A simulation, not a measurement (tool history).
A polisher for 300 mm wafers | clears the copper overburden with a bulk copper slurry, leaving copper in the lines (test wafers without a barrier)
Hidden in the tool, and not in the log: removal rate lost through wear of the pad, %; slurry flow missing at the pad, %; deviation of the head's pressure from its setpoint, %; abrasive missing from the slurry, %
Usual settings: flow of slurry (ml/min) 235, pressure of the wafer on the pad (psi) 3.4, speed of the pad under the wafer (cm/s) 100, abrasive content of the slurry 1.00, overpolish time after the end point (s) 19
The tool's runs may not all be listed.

run,day,flow of slurry (ml/min),pressure of the wafer on the pad (psi),speed of the pad under the wafer (cm/s),abrasive content of the slurry,overpolish time after the end point (s),wafers since the last listed run,wafers polished on this pad,hours since the slurry nozzle was cleaned,hours since the head pressure was calibrated,hours since the slurry blender was calibrated,"incoming thickness of the incoming film, nm",time until the end point was called (s),dishing of a wide line in a test structure (nm)
1,0.000,235,3.4,100,1.00,19,0,586,64.1,131.7,81.9,687.3,78.9,96.4
2,1.908,235,3.4,100,1.00,19,496,1082,109.9,177.5,127.7,680.6,79.4,95.8
3,3.054,235,3.4,100,1.00,19,297,1380,137.4,205.0,155.2,682.1,80.0,94.2
4,4.229,235,3.4,100,1.00,19,305,1685,165.6,233.2,183.4,675.5,79.9,93.5
5,5.362,235,3.4,100,1.20,19,294,1980,192.8,260.4,210.6,673.1,74.8,96.9
6,7.217,235,3.4,100,1.20,19,482,2462,237.3,304.9,255.1,682.6,76.2,97.0
# day 8.138: slurry blender recalibrated
# day 8.317: worn pad replaced by a new one
7,8.896,235,3.4,100,1.20,19,371,150,277.6,345.2,18.2,671.7,71.6,98.7
8,10.783,270,3.4,100,1.00,19,490,641,322.9,390.5,63.5,685.9,78.2,96.5
9,12.450,270,3.4,100,1.00,19,433,1074,362.9,430.5,103.5,690.8,79.3,97.4
10,13.521,270,3.4,100,1.00,19,278,1352,388.6,456.2,129.2,667.5,78.3,95.2
11,16.492,235,3.4,100,1.00,19,772,2125,459.9,527.5,200.5,670.1,80.1,96.4
12,17.525,235,3.4,100,1.00,19,268,2393,484.7,552.3,225.3,673.8,77.8,91.4
# day 18.075: slurry blender recalibrated
13,18.754,235,3.4,100,1.00,19,297,2691,514.2,581.8,16.3,678.3,76.5,99.4
# day 19.329: head pressure recalibrated
# day 20.479: worn pad replaced by a new one
14,20.575,290,3.4,100,1.15,19,408,25,557.9,29.9,60.0,682.1,74.8,98.4
# day 22.862: slurry nozzle cleaned
15,26.421,185,2.6,130,0.70,19,1508,1534,85.4,170.2,200.3,691.6,83.6,91.2
# day 27.517: slurry blender recalibrated
16,27.538,235,3.4,100,1.00,19,268,1802,112.2,197.0,0.5,682.7,75.0,98.7
17,29.621,295,3.4,100,1.20,10,541,2344,162.2,247.0,50.5,686.4,73.5,65.8
18,31.904,235,2.5,100,1.10,19,593,2937,217.0,301.8,105.3,687.3,92.6,85.0
# day 32.108: worn pad replaced by a new one
19,33.325,160,3.4,100,0.80,19,326,316,251.1,335.9,139.4,689.5,87.5,88.8
20,35.217,185,2.5,100,1.15,27,491,808,296.5,381.3,184.8,675.3,94.1,103.1
# day 38.117: slurry blender recalibrated
21,41.250,235,3.4,100,1.00,19,1546,2355,441.3,526.1,75.2,683.3,77.1,95.0
22,43.112,235,3.4,80,1.00,26,484,2839,486.0,570.8,119.9,670.1,95.4,101.5
# day 43.771: worn pad replaced by a new one
23,45.721,235,3.4,100,1.00,19,634,507,548.6,633.4,182.5,674.6,78.0,94.3
# day 47.408: slurry nozzle cleaned
# day 47.496: head pressure recalibrated
24,47.767,235,3.4,100,1.00,24,499,1006,8.6,6.5,231.6,679.7,79.4,108.2
25,49.358,235,3.4,128,0.75,19,413,1420,46.8,44.7,269.8,683.4,66.9,102.5
# day 50.250: slurry blender recalibrated
26,51.546,235,3.4,100,1.00,19,547,1967,99.3,97.2,31.1,679.4,77.0,97.9
# day 53.012: worn pad replaced by a new one
27,53.033,235,3.4,100,1.00,11,343,5,135.0,132.9,66.8,680.6,78.7,66.3

3 ways to go on from here, each from the tool as it stands after run 27. What would each give?
A,53.050,235,2.7,100,1.00,19,4,9,135.4,133.3,67.2,681.7,?,?
B,53.050,235,3.4,82,1.15,14,4,9,135.4,133.3,67.2,681.7,?,?
C,53.050,235,4.5,100,1.00,19,4,9,135.4,133.3,67.2,681.7,?,?

run,time until the end point was called (s),dishing of a wide line in a test structure (nm)
A,90.0,86.0
B,92.2,69.9
C,65.0,109.2
Without the tool's hidden state the same runs would have given:
run,time until the end point was called (s),dishing of a wide line in a test structure (nm)
A,86.2,88.3
B,88.2,72.1
C,62.3,111.8
